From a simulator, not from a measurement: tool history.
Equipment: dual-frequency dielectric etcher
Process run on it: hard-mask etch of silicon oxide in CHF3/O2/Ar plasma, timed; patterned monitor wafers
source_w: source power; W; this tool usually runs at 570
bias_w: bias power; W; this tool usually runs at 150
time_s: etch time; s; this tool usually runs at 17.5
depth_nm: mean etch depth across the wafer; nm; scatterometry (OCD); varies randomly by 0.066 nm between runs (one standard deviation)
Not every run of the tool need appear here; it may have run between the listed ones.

| run | hour | source_w | bias_w | time_s | read-back reference wafer on the same gauge, depth_nm | depth_nm |
|---|---|---|---|---|---|---|
| 1 | 0 | 570 | 177 | 17.5 | 33.47 | 32.89 |
| 2 | 40.6 | 570 | 177 | 17.5 | 33.5 | 32.97 |
|  | 80.6 | gauge calibrated |
| 3 | 96.1 | 570 | 177 | 17.5 | 33.48 | 32.78 |
|  | 150.8 | wet clean of the chamber |
| 4 | 198.4 | 490 | 150 | 18.5 | 33.46 | 31.06 |
| 5 | 296 | 490 | 150 | 18.5 | 33.49 | 31.07 |
| 6 | 556 | 490 | 150 | 18.5 | 33.51 | 31.12 |
| 7 | 601 | 570 | 130 | 17.5 | 33.5 | 29.05 |
|  | 627.1 | wet clean of the chamber |
| 8 | 668.2 | 570 | 130 | 17.5 | 33.51 | 29.08 |
|  | 856.4 | bias power generator calibrated |
| 9 | 945.4 | 570 | 130 | 17.5 | 33.48 | 28.7 |
|  | 1021.3 | wet clean of the chamber |
|  | 1032.8 | upper electrode replaced |
| 10 | 1033.3 | 570 | 160 | 17.5 | 33.51 | 31.07 |
| 11 | 1055.7 | 570 | 150 | 17.5 | 33.52 | 30.23 |
|  | 1079.4 | source power generator calibrated |
| 12 | 1111.5 | 570 | 150 | 17.5 | 33.51 | 30.87 |
| 13 | 1184 | 610 | 150 | 17.5 | 33.46 | 31.46 |
| 14 | 1248.2 | 610 | 150 | 17.5 | 33.46 | 31.39 |
| 15 | 1312.4 | 570 | 131 | 17.5 | 33.49 | 29.37 |
| 16 | 1419 | 570 | 150 | 17.5 | 33.48 | 30.76 |
|  | 1463.1 | wet clean of the chamber |
| 17 | 1489 | 610 | 136 | 21 | 33.5 | 36.38 |
| 18 | 1529.7 | 570 | 130 | 17.5 | 33.49 | 29.37 |
| 19 | 1590 | 680 | 179 | 21 | 33.52 | 41.85 |
| 20 | 1655.5 | 470 | 188 | 14.5 | 33.51 | 26.37 |
|  | 1742 | gauge calibrated |
| 21 | 1826.1 | 610 | 128 | 14.5 | 33.49 | 24.66 |
|  | 1870.5 | wet clean of the chamber |
| 22 | 1872.7 | 710 | 150 | 17.5 | 33.53 | 33.18 |
| 23 | 1916.6 | 570 | 150 | 17.5 | 33.52 | 30.9 |
| 24 | 1970.6 | 570 | 130 | 17.5 | 33.48 | 29.3 |
| 25 | 2025.4 | 570 | 150 | 13.5 | 33.51 | 23.88 |
| 26 | 2099.3 | 480 | 177 | 19 | 33.48 | 34 |
| 27 | 2152.4 | 570 | 130 | 17.5 | 33.49 | 29.24 |
| 28 | 2217.7 | 610 | 182 | 20 | 33.46 | 38.8 |
|  | 2303.4 | wet clean of the chamber |
| 29 | 2309.6 | 570 | 150 | 17.5 | 33.51 | 30.85 |

Some steps in depth_nm, run to run, broken into two amounts with sign: the step expected even without the hidden condition (settings, incoming material, random variation), and the rest, left for the hidden condition together with whatever gauge scatter is not in both the measured and the hidden-condition-free result:
What the log doesn't record here: etch rate over this chamber's usual, %; source power that arrives over what is set, %; bias power that arrives over what is set, %; gauge reads high (%).
Run 8 -> 9: bias power generator calibrated. depth_nm -0.38 nm: hidden state -0.46, all else +0.08.
Run 11 -> 12: source power generator calibrated. depth_nm +0.64 nm: hidden state +0.49, all else +0.15.
Run 18 -> 19: source_w 570 -> 680, bias_w 130 -> 179, time_s 17.5 -> 21. depth_nm +12.48 nm: hidden state +0.11, all else +12.37.
Run 19 -> 20: source_w 680 -> 470, bias_w 179 -> 188, time_s 21 -> 14.5. depth_nm -15.48 nm: hidden state -0.09, all else -15.39.

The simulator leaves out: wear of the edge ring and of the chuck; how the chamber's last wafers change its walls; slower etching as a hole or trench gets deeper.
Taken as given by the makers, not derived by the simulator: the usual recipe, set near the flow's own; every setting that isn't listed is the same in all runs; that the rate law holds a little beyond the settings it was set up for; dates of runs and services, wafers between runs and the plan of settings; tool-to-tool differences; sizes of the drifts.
